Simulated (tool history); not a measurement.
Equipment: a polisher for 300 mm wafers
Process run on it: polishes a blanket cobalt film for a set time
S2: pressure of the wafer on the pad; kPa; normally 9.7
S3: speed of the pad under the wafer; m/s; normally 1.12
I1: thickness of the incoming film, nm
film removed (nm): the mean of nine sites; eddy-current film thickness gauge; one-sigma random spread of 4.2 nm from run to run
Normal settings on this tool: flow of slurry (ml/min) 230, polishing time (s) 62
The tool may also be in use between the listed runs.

run 1 hour=0.0 | flow_of_slurry_(ml/min)=230 S2=9.7 S3=1.12 polishing_time_(s)=62 | I1=708.9 | film_removed_(nm)=238.9
-- hour=32.9 worn pad replaced by a new one
run 2 hour=69.9 | flow_of_slurry_(ml/min)=230 S2=9.7 S3=1.12 polishing_time_(s)=62 | I1=704.3 | film_removed_(nm)=269.5
-- hour=90.2 slurry nozzle cleaned
run 3 hour=140.6 | flow_of_slurry_(ml/min)=230 S2=9.7 S3=1.12 polishing_time_(s)=50 | I1=713.2 | film_removed_(nm)=210.7
run 4 hour=192.2 | flow_of_slurry_(ml/min)=230 S2=9.7 S3=1.12 polishing_time_(s)=50 | I1=713.8 | film_removed_(nm)=207.4
run 5 hour=245.7 | flow_of_slurry_(ml/min)=230 S2=9.7 S3=1.12 polishing_time_(s)=50 | I1=725.8 | film_removed_(nm)=201.3
run 6 hour=288.0 | flow_of_slurry_(ml/min)=230 S2=9.7 S3=1.12 polishing_time_(s)=62 | I1=716.9 | film_removed_(nm)=246.5
run 7 hour=429.3 | flow_of_slurry_(ml/min)=230 S2=9.7 S3=1.12 polishing_time_(s)=62 | I1=718.1 | film_removed_(nm)=225.0
-- hour=491.6 slurry nozzle cleaned
-- hour=496.4 worn pad replaced by a new one
run 8 hour=496.9 | flow_of_slurry_(ml/min)=230 S2=9.7 S3=1.12 polishing_time_(s)=62 | I1=704.7 | film_removed_(nm)=258.8
run 9 hour=550.4 | flow_of_slurry_(ml/min)=230 S2=9.7 S3=1.42 polishing_time_(s)=62 | I1=715.5 | film_removed_(nm)=333.8
run 10 hour=587.6 | flow_of_slurry_(ml/min)=230 S2=9.7 S3=1.42 polishing_time_(s)=62 | I1=712.6 | film_removed_(nm)=322.9
run 11 hour=649.4 | flow_of_slurry_(ml/min)=230 S2=11.7 S3=0.90 polishing_time_(s)=62 | I1=721.0 | film_removed_(nm)=239.4
run 12 hour=715.6 | flow_of_slurry_(ml/min)=230 S2=11.7 S3=0.90 polishing_time_(s)=62 | I1=700.5 | film_removed_(nm)=232.8
-- hour=739.2 head pressure recalibrated
run 13 hour=784.3 | flow_of_slurry_(ml/min)=230 S2=11.7 S3=0.90 polishing_time_(s)=62 | I1=713.8 | film_removed_(nm)=262.8
run 14 hour=821.5 | flow_of_slurry_(ml/min)=230 S2=9.7 S3=1.12 polishing_time_(s)=62 | I1=710.9 | film_removed_(nm)=264.7
run 15 hour=869.7 | flow_of_slurry_(ml/min)=230 S2=9.7 S3=1.12 polishing_time_(s)=62 | I1=721.6 | film_removed_(nm)=256.1
-- hour=925.0 slurry nozzle cleaned
run 16 hour=931.9 | flow_of_slurry_(ml/min)=230 S2=9.7 S3=1.12 polishing_time_(s)=62 | I1=710.0 | film_removed_(nm)=246.3
-- hour=945.4 worn pad replaced by a new one
run 17 hour=958.5 | flow_of_slurry_(ml/min)=230 S2=9.7 S3=1.26 polishing_time_(s)=53 | I1=705.2 | film_removed_(nm)=253.7
run 18 hour=989.5 | flow_of_slurry_(ml/min)=305 S2=8.3 S3=1.36 polishing_time_(s)=73 | I1=700.2 | film_removed_(nm)=338.3
run 19 hour=1033.8 | flow_of_slurry_(ml/min)=180 S2=12.4 S3=1.12 polishing_time_(s)=55 | I1=710.0 | film_removed_(nm)=303.1
run 20 hour=1096.2 | flow_of_slurry_(ml/min)=230 S2=9.7 S3=1.12 polishing_time_(s)=62 | I1=720.4 | film_removed_(nm)=259.0
run 21 hour=1149.2 | flow_of_slurry_(ml/min)=230 S2=9.7 S3=1.12 polishing_time_(s)=62 | I1=714.8 | film_removed_(nm)=253.5
run 22 hour=1217.8 | flow_of_slurry_(ml/min)=280 S2=9.7 S3=1.36 polishing_time_(s)=73 | I1=709.1 | film_removed_(nm)=356.8
run 23 hour=1282.4 | flow_of_slurry_(ml/min)=230 S2=9.7 S3=1.12 polishing_time_(s)=62 | I1=713.3 | film_removed_(nm)=231.3
run 24 hour=1307.6 | flow_of_slurry_(ml/min)=230 S2=9.7 S3=1.12 polishing_time_(s)=62 | I1=710.2 | film_removed_(nm)=233.3
-- hour=1316.0 slurry nozzle cleaned
-- hour=1324.3 worn pad replaced by a new one
run 25 hour=1335.4 | flow_of_slurry_(ml/min)=230 S2=10.3 S3=0.94 polishing_time_(s)=62 | I1=718.4 | film_removed_(nm)=226.3
run 26 hour=1375.8 | flow_of_slurry_(ml/min)=230 S2=9.7 S3=1.12 polishing_time_(s)=62 | I1=703.2 | film_removed_(nm)=258.1
run 27 hour=1446.8 | flow_of_slurry_(ml/min)=170 S2=9.7 S3=1.40 polishing_time_(s)=73 | I1=702.4 | film_removed_(nm)=359.1
run 28 hour=1508.3 | flow_of_slurry_(ml/min)=165 S2=8.3 S3=1.24 polishing_time_(s)=62 | I1=719.1 | film_removed_(nm)=228.2
run 29 hour=1558.6 | flow_of_slurry_(ml/min)=230 S2=9.7 S3=1.38 polishing_time_(s)=50 | I1=712.4 | film_removed_(nm)=242.3
-- hour=1596.9 head pressure recalibrated
-- hour=1726.1 worn pad replaced by a new one
run 30 hour=1737.3 | flow_of_slurry_(ml/min)=230 S2=9.7 S3=1.36 polishing_time_(s)=62 | I1=701.2 | film_removed_(nm)=346.8
-- hour=1774.7 slurry nozzle cleaned
run 31 hour=1795.5 | flow_of_slurry_(ml/min)=230 S2=9.7 S3=1.42 polishing_time_(s)=62 | I1=706.3 | film_removed_(nm)=352.7
run 32 hour=1850.8 | flow_of_slurry_(ml/min)=230 S2=9.7 S3=1.12 polishing_time_(s)=62 | I1=714.2 | film_removed_(nm)=265.4
run 33 hour=1901.5 | flow_of_slurry_(ml/min)=255 S2=12.4 S3=1.28 polishing_time_(s)=41 | I1=704.8 | film_removed_(nm)=254.6
run 34 hour=1929.2 | flow_of_slurry_(ml/min)=210 S2=7.6 S3=1.34 polishing_time_(s)=41 | I1=724.0 | film_removed_(nm)=159.9
run 35 hour=2054.5 | flow_of_slurry_(ml/min)=230 S2=9.7 S3=1.12 polishing_time_(s)=45 | I1=715.1 | film_removed_(nm)=180.1

4 ways to go on from here, each from the tool as it stands after run 35. What would each give?
run A hour=2054.9 | flow_of_slurry_(ml/min)=230 S2=7.6 S3=1.12 polishing_time_(s)=62 | I1=696.0 | film_removed_(nm)=?
run B hour=2054.9 | flow_of_slurry_(ml/min)=230 S2=9.7 S3=0.78 polishing_time_(s)=62 | I1=696.0 | film_removed_(nm)=?
run C hour=2054.9 | flow_of_slurry_(ml/min)=185 S2=9.7 S3=1.12 polishing_time_(s)=52 | I1=696.0 | film_removed_(nm)=?
run D hour=2054.9 | flow_of_slurry_(ml/min)=230 S2=9.7 S3=1.12 polishing_time_(s)=69 | I1=696.0 | film_removed_(nm)=?

run=A film_removed_(nm)=188.0
run=B film_removed_(nm)=166.6
run=C film_removed_(nm)=197.5
run=D film_removed_(nm)=266.3
With no hidden state in the tool, these same runs would have given:
run=A film_removed_(nm)=221.3
run=B film_removed_(nm)=196.2
run=C film_removed_(nm)=232.6
run=D film_removed_(nm)=313.5
